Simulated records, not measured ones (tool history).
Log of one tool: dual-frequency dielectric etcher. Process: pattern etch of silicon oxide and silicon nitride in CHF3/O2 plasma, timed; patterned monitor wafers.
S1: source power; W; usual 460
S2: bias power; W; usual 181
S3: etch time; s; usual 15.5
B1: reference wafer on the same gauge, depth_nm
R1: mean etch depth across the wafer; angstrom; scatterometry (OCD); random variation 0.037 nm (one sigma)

{"run": 1, "hour": 0.0, "S1": 460, "S2": 181, "S3": 15.5, "B1": 22.2, "R1": 191.7}
{"hour": 28.5, "done": "wet clean of the chamber"}
{"run": 2, "hour": 210.2, "S1": 460, "S2": 181, "S3": 15.5, "B1": 22.19, "R1": 192.2}
{"run": 3, "hour": 245.5, "S1": 460, "S2": 181, "S3": 15.5, "B1": 22.2, "R1": 191.1}
{"run": 4, "hour": 275.4, "S1": 460, "S2": 181, "S3": 15.5, "B1": 22.19, "R1": 190.9}
{"run": 5, "hour": 329.3, "S1": 460, "S2": 181, "S3": 15.5, "B1": 22.2, "R1": 191.4}
{"run": 6, "hour": 368.3, "S1": 460, "S2": 181, "S3": 15.5, "B1": 22.19, "R1": 189.9}
{"run": 7, "hour": 416.8, "S1": 460, "S2": 181, "S3": 15.5, "B1": 22.2, "R1": 189.7}
{"hour": 479.1, "done": "wet clean of the chamber"}
{"run": 8, "hour": 479.6, "S1": 550, "S2": 155, "S3": 15.5, "B1": 22.19, "R1": 199.9}
{"run": 9, "hour": 579.9, "S1": 550, "S2": 155, "S3": 15.5, "B1": 22.2, "R1": 199.3}
{"run": 10, "hour": 605.4, "S1": 550, "S2": 155, "S3": 15.5, "B1": 22.21, "R1": 198.9}
{"run": 11, "hour": 675.5, "S1": 460, "S2": 181, "S3": 15.5, "B1": 22.21, "R1": 190.3}
{"hour": 712.6, "done": "bias power generator calibrated"}
{"run": 12, "hour": 713.1, "S1": 460, "S2": 181, "S3": 15.5, "B1": 22.21, "R1": 190.9}
{"run": 13, "hour": 767.2, "S1": 460, "S2": 181, "S3": 15.5, "B1": 22.2, "R1": 190.4}
{"hour": 771.3, "done": "source power generator calibrated"}
{"hour": 788.1, "done": "gauge calibrated"}
{"run": 14, "hour": 803.8, "S1": 550, "S2": 155, "S3": 15.5, "B1": 22.2, "R1": 203.7}
{"run": 15, "hour": 841.2, "S1": 460, "S2": 204, "S3": 17.0, "B1": 22.19, "R1": 222.8}
{"hour": 886.7, "done": "wet clean of the chamber"}
{"run": 16, "hour": 903.5, "S1": 460, "S2": 181, "S3": 15.5, "B1": 22.19, "R1": 197.6}
{"run": 17, "hour": 938.0, "S1": 580, "S2": 218, "S3": 15.5, "B1": 22.19, "R1": 235.9}
{"hour": 1015.7, "done": "upper electrode replaced"}
{"run": 18, "hour": 1016.2, "S1": 460, "S2": 159, "S3": 11.5, "B1": 22.21, "R1": 140.1}
{"run": 19, "hour": 1031.4, "S1": 460, "S2": 218, "S3": 13.5, "B1": 22.21, "R1": 182.7}
{"run": 20, "hour": 1077.3, "S1": 460, "S2": 181, "S3": 15.5, "B1": 22.21, "R1": 195.8}
{"run": 21, "hour": 1125.0, "S1": 460, "S2": 218, "S3": 13.5, "B1": 22.21, "R1": 181.9}
{"run": 22, "hour": 1195.8, "S1": 560, "S2": 168, "S3": 14.5, "B1": 22.19, "R1": 197.1}
{"run": 23, "hour": 1222.6, "S1": 520, "S2": 181, "S3": 20.0, "B1": 22.2, "R1": 267.8}
{"run": 24, "hour": 1276.7, "S1": 560, "S2": 212, "S3": 15.5, "B1": 22.2, "R1": 226.7}
{"hour": 1327.3, "done": "wet clean of the chamber"}
{"run": 25, "hour": 1346.2, "S1": 460, "S2": 163, "S3": 16.5, "B1": 22.2, "R1": 202.9}
{"run": 26, "hour": 1392.1, "S1": 420, "S2": 224, "S3": 13.0, "B1": 22.2, "R1": 169.5}

Forecast each of these 5 alternatives for the next run:
{"run": "A", "hour": 1392.5, "S1": 460, "S2": 181, "S3": 15.5, "B1": "?", "R1": "?"}
{"run": "B", "hour": 1392.5, "S1": 560, "S2": 181, "S3": 15.5, "B1": "?", "R1": "?"}
{"run": "C", "hour": 1392.5, "S1": 460, "S2": 157, "S3": 15.5, "B1": "?", "R1": "?"}
{"run": "D", "hour": 1392.5, "S1": 510, "S2": 195, "S3": 11.5, "B1": "?", "R1": "?"}
{"run": "E", "hour": 1392.5, "S1": 520, "S2": 218, "S3": 12.5, "B1": "?", "R1": "?"}

run=A B1=22.22 R1=196.8
run=B B1=22.22 R1=217.4
run=C B1=22.22 R1=187.8
run=D B1=22.22 R1=157.8
run=E B1=22.22 R1=179.8
Without the tool's hidden state the same runs would have given:
run=A R1=197.5
run=B R1=218.2
run=C R1=188.5
run=D R1=158.4
run=E R1=180.5
